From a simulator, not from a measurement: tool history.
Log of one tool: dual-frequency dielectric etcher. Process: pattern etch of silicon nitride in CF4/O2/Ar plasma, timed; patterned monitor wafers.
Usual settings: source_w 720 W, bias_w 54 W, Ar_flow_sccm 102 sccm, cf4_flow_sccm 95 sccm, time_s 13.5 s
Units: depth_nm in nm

run	day	source_w	bias_w	Ar_flow_sccm	cf4_flow_sccm	time_s	read-back reference wafer on the same gauge, depth_nm	depth_nm
1	0	720	54	102	95	13.5	29.5	32.03
2	0.4	900	54	102	95	13.5	29.5	37.8
3	0.829	720	54	111	95	16	29.5	37.57
4	1.371	570	67	116	115	13.5	29.5	30.2
# day 2.825: wet clean of the chamber
5	2.846	720	54	114	95	13.5	29.5	31.32
6	2.858	720	54	76	95	13.5	29.5	32.91
7	3.35	720	63	102	115	13.5	29.5	34.76
8	4.083	580	54	102	74	13.5	29.5	26.42
# day 5.242: bias power generator calibrated
# day 5.638: upper electrode replaced
9	5.658	840	43	102	95	13.5	29.5	32.07
10	5.675	720	42	92	110	15.5	29.51	33.79
11	6.071	720	46	102	80	13.5	29.5	28.87
12	6.75	540	44	102	84	12	29.5	20.62
13	7.108	720	54	102	95	13.5	29.5	31.8
14	7.367	720	54	102	95	13.5	29.5	31.72
15	7.733	720	54	102	95	13.5	29.5	31.79
16	8.425	820	49	102	95	13.5	29.5	33.45
17	9.142	660	54	102	95	10	29.5	22.08
18	9.583	560	54	123	107	11.5	29.5	22.42
19	10.2	720	54	102	87	13.5	29.5	31.33
20	10.721	720	62	102	85	13.5	29.51	33.4
21	11.183	720	66	119	95	13.5	29.5	34.09
22	11.888	720	54	102	95	13.5	29.5	31.66

3 ways to go on from here, each from the tool as it stands after run 22. What would each give?
A	11.904	720	54	102	95	13.5	?	?
B	11.904	720	54	102	85	15	?	?
C	11.904	720	54	127	112	13.5	?	?

run	read-back reference wafer on the same gauge, depth_nm	depth_nm
A	29.5	31.76
B	29.5	34.81
C	29.5	31.45
Without the tool's hidden state the same runs would have given:
run	depth_nm
A	31.78
B	34.84
C	31.47
